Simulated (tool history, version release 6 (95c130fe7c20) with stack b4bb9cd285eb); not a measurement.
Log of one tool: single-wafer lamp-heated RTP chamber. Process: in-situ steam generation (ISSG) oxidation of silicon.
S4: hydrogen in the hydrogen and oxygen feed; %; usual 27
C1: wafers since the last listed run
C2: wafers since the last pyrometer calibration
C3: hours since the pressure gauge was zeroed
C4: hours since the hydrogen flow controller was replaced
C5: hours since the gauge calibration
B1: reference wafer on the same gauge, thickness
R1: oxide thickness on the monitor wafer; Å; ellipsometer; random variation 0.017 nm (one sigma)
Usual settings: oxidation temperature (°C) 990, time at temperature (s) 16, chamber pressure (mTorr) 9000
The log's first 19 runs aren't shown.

-- day=17.421 pressure gauge zeroed
run 20 day=17.442 | oxidation_temperature_(°C)=1007 time_at_temperature_(s)=11 chamber_pressure_(mTorr)=8300 S4=27 | C1=157 C2=893 C3=0.5 C4=43.4 C5=84.9 | B1=4.397 | R1=38.29
run 21 day=18.054 | oxidation_temperature_(°C)=975 time_at_temperature_(s)=16 chamber_pressure_(mTorr)=10200 S4=27 | C1=110 C2=1004 C3=15.2 C4=58.1 C5=99.6 | B1=4.408 | R1=39.16
run 22 day=19.392 | oxidation_temperature_(°C)=990 time_at_temperature_(s)=12 chamber_pressure_(mTorr)=9000 S4=27 | C1=240 C2=1245 C3=47.3 C4=90.2 C5=131.7 | B1=4.419 | R1=37.48
run 23 day=20.342 | oxidation_temperature_(°C)=990 time_at_temperature_(s)=16 chamber_pressure_(mTorr)=9000 S4=27 | C1=171 C2=1416 C3=70.1 C4=113 C5=154.5 | B1=4.418 | R1=42.1
run 24 day=21.129 | oxidation_temperature_(°C)=971 time_at_temperature_(s)=19 chamber_pressure_(mTorr)=8400 S4=32 | C1=141 C2=1558 C3=89 C4=131.9 C5=173.4 | B1=4.417 | R1=44.71
run 25 day=22.112 | oxidation_temperature_(°C)=1010 time_at_temperature_(s)=16 chamber_pressure_(mTorr)=7800 S4=27 | C1=177 C2=1735 C3=112.6 C4=155.5 C5=197 | B1=4.43 | R1=46.15
run 26 day=22.808 | oxidation_temperature_(°C)=990 time_at_temperature_(s)=16 chamber_pressure_(mTorr)=9000 S4=23 | C1=125 C2=1860 C3=129.3 C4=172.2 C5=213.7 | B1=4.422 | R1=40.65
run 27 day=23.704 | oxidation_temperature_(°C)=1000 time_at_temperature_(s)=16 chamber_pressure_(mTorr)=8100 S4=23 | C1=161 C2=2021 C3=150.8 C4=193.7 C5=235.2 | B1=4.42 | R1=42.39
run 28 day=24.821 | oxidation_temperature_(°C)=975 time_at_temperature_(s)=16 chamber_pressure_(mTorr)=10200 S4=27 | C1=201 C2=2223 C3=177.6 C4=220.5 C5=262 | B1=4.44 | R1=39.68
run 29 day=25.696 | oxidation_temperature_(°C)=990 time_at_temperature_(s)=16 chamber_pressure_(mTorr)=9000 S4=27 | C1=157 C2=2380 C3=198.6 C4=241.5 C5=283 | B1=4.435 | R1=42.26
run 30 day=26.562 | oxidation_temperature_(°C)=999 time_at_temperature_(s)=21 chamber_pressure_(mTorr)=10100 S4=32 | C1=156 C2=2536 C3=219.4 C4=262.3 C5=303.8 | B1=4.441 | R1=50.52

Forecast each of these 5 alternatives for the next run:
run A day=26.579 | oxidation_temperature_(°C)=990 time_at_temperature_(s)=16 chamber_pressure_(mTorr)=9000 S4=27 | C1=3 C2=2539 C3=219.8 C4=262.7 C5=304.2 | B1=? | R1=?
run B day=26.579 | oxidation_temperature_(°C)=1000 time_at_temperature_(s)=19 chamber_pressure_(mTorr)=9000 S4=27 | C1=3 C2=2539 C3=219.8 C4=262.7 C5=304.2 | B1=? | R1=?
run C day=26.579 | oxidation_temperature_(°C)=990 time_at_temperature_(s)=16 chamber_pressure_(mTorr)=8100 S4=27 | C1=3 C2=2539 C3=219.8 C4=262.7 C5=304.2 | B1=? | R1=?
run D day=26.579 | oxidation_temperature_(°C)=980 time_at_temperature_(s)=18 chamber_pressure_(mTorr)=8200 S4=21 | C1=3 C2=2539 C3=219.8 C4=262.7 C5=304.2 | B1=? | R1=?
run E day=26.579 | oxidation_temperature_(°C)=990 time_at_temperature_(s)=21 chamber_pressure_(mTorr)=9000 S4=27 | C1=3 C2=2539 C3=219.8 C4=262.7 C5=304.2 | B1=? | R1=?

run=A B1=4.433 R1=42.56
run=B B1=4.433 R1=47.68
run=C B1=4.433 R1=43
run=D B1=4.433 R1=41
run=E B1=4.433 R1=47.94
Without the tool's hidden state the same runs would have given:
run=A R1=41.83
run=B R1=46.86
run=C R1=42.27
run=D R1=40.3
run=E R1=47.12
